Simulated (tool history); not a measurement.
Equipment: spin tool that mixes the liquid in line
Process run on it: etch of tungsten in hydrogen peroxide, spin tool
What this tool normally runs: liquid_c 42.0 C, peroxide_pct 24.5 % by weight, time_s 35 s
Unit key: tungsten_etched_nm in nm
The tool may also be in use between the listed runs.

| run | hour | liquid_c | peroxide_pct | time_s | wafers since the last listed run | hours since the thermometer was replaced | hours since the peroxide flow meter was replaced | hours since the heated supply line was repaired | hours since the drum of peroxide was connected | hours since the gauge calibration | read-back film thickness of the tungsten reference wafer, read on the same gauge (nm) | tungsten_etched_nm |
|---|---|---|---|---|---|---|---|---|---|---|---|---|
| 1 | 0.0 | 42.0 | 24.5 | 35 | 0 | 2013.1 | 798.2 | 3324.0 | 939.6 | 484.2 | 110.03 | 22.24 |
| 2 | 42.3 | 42.0 | 24.5 | 35 | 334 | 2055.4 | 840.5 | 3366.3 | 981.9 | 526.5 | 110.02 | 21.82 |
| 3 | 78.7 | 42.0 | 24.5 | 25 | 287 | 2091.8 | 876.9 | 3402.7 | 1018.3 | 562.9 | 109.98 | 15.60 |
| 4 | 116.4 | 42.0 | 24.5 | 25 | 298 | 2129.5 | 914.6 | 3440.4 | 1056.0 | 600.6 | 109.96 | 15.70 |
| 5 | 144.9 | 42.0 | 24.5 | 35 | 225 | 2158.0 | 943.1 | 3468.9 | 1084.5 | 629.1 | 110.00 | 22.13 |
| 6 | 211.2 | 42.0 | 24.5 | 20 | 524 | 2224.3 | 1009.4 | 3535.2 | 1150.8 | 695.4 | 109.98 | 12.70 |
| 7 | 278.3 | 42.0 | 24.5 | 40 | 530 | 2291.4 | 1076.5 | 3602.3 | 1217.9 | 762.5 | 110.04 | 24.80 |
| 8 | 306.3 | 42.0 | 24.5 | 40 | 221 | 2319.4 | 1104.5 | 3630.3 | 1245.9 | 790.5 | 110.05 | 25.01 |
|  | 368.0 | peroxide flow meter replaced |
|  | 376.1 | thermometer replaced |
| 9 | 460.0 | 42.0 | 27.0 | 25 | 1199 | 83.9 | 92.0 | 3784.0 | 1399.6 | 944.2 | 110.05 | 16.27 |
| 10 | 484.9 | 42.0 | 24.5 | 35 | 196 | 108.8 | 116.9 | 3808.9 | 1424.5 | 969.1 | 109.98 | 21.68 |
| 11 | 532.3 | 42.0 | 24.5 | 35 | 374 | 156.2 | 164.3 | 3856.3 | 1471.9 | 1016.5 | 109.98 | 21.65 |
|  | 583.7 | heated supply line repaired |
|  | 677.3 | new drum of peroxide connected |
|  | 723.1 | gauge calibrated |
| 12 | 725.3 | 35.5 | 24.5 | 35 | 1510 | 349.2 | 357.3 | 141.6 | 48.0 | 2.2 | 110.00 | 14.73 |
| 13 | 765.0 | 37.0 | 28.0 | 40 | 313 | 388.9 | 397.0 | 181.3 | 87.7 | 41.9 | 110.00 | 19.86 |
| 14 | 811.7 | 38.0 | 18.5 | 35 | 369 | 435.6 | 443.7 | 228.0 | 134.4 | 88.6 | 109.98 | 15.07 |
| 15 | 905.4 | 33.5 | 18.5 | 20 | 740 | 529.3 | 537.4 | 321.7 | 228.1 | 182.3 | 110.01 | 6.35 |
| 16 | 943.3 | 33.5 | 29.0 | 35 | 299 | 567.2 | 575.3 | 359.6 | 266.0 | 220.2 | 109.98 | 13.89 |
| 17 | 1013.2 | 39.0 | 24.5 | 15 | 552 | 637.1 | 645.2 | 429.5 | 335.9 | 290.1 | 110.00 | 7.89 |
| 18 | 1092.1 | 42.0 | 24.5 | 25 | 623 | 716.0 | 724.1 | 508.4 | 414.8 | 369.0 | 110.03 | 15.94 |
| 19 | 1144.1 | 42.0 | 24.5 | 35 | 411 | 768.0 | 776.1 | 560.4 | 466.8 | 421.0 | 110.00 | 22.29 |
| 20 | 1186.0 | 42.0 | 24.5 | 35 | 331 | 809.9 | 818.0 | 602.3 | 508.7 | 462.9 | 109.99 | 22.36 |
| 21 | 1223.8 | 42.0 | 24.5 | 35 | 298 | 847.7 | 855.8 | 640.1 | 546.5 | 500.7 | 110.04 | 22.17 |
| 22 | 1278.7 | 42.0 | 24.5 | 35 | 434 | 902.6 | 910.7 | 695.0 | 601.4 | 555.6 | 109.99 | 22.27 |
| 23 | 1330.7 | 42.0 | 18.0 | 25 | 411 | 954.6 | 962.7 | 747.0 | 653.4 | 607.6 | 109.98 | 13.51 |
| 24 | 1389.0 | 42.0 | 24.5 | 35 | 460 | 1012.9 | 1021.0 | 805.3 | 711.7 | 665.9 | 110.01 | 21.93 |
| 25 | 1453.8 | 42.0 | 19.0 | 45 | 512 | 1077.7 | 1085.8 | 870.1 | 776.5 | 730.7 | 110.01 | 25.09 |

Describe how what the log doesn't record of the tool's condition differs between the last listed run preceding each entry between runs and the first listed run following it.
Run 8 -> run 9: peroxide flow meter replaced (hour 368.0); thermometer replaced (hour 376.1)
  peroxide weaker than its label (%): 6.83 -> 7.67
  measured minus no-state result, tungsten_etched_nm: -0.90 -> -0.66 nm
Run 11 -> run 12: heated supply line repaired (hour 583.7); new drum of peroxide connected (hour 677.3); gauge calibrated (hour 723.1)
  peroxide weaker than its label (%): 8.07 -> 0.56
  measured minus no-state result, tungsten_etched_nm: -0.93 -> -0.04 nm
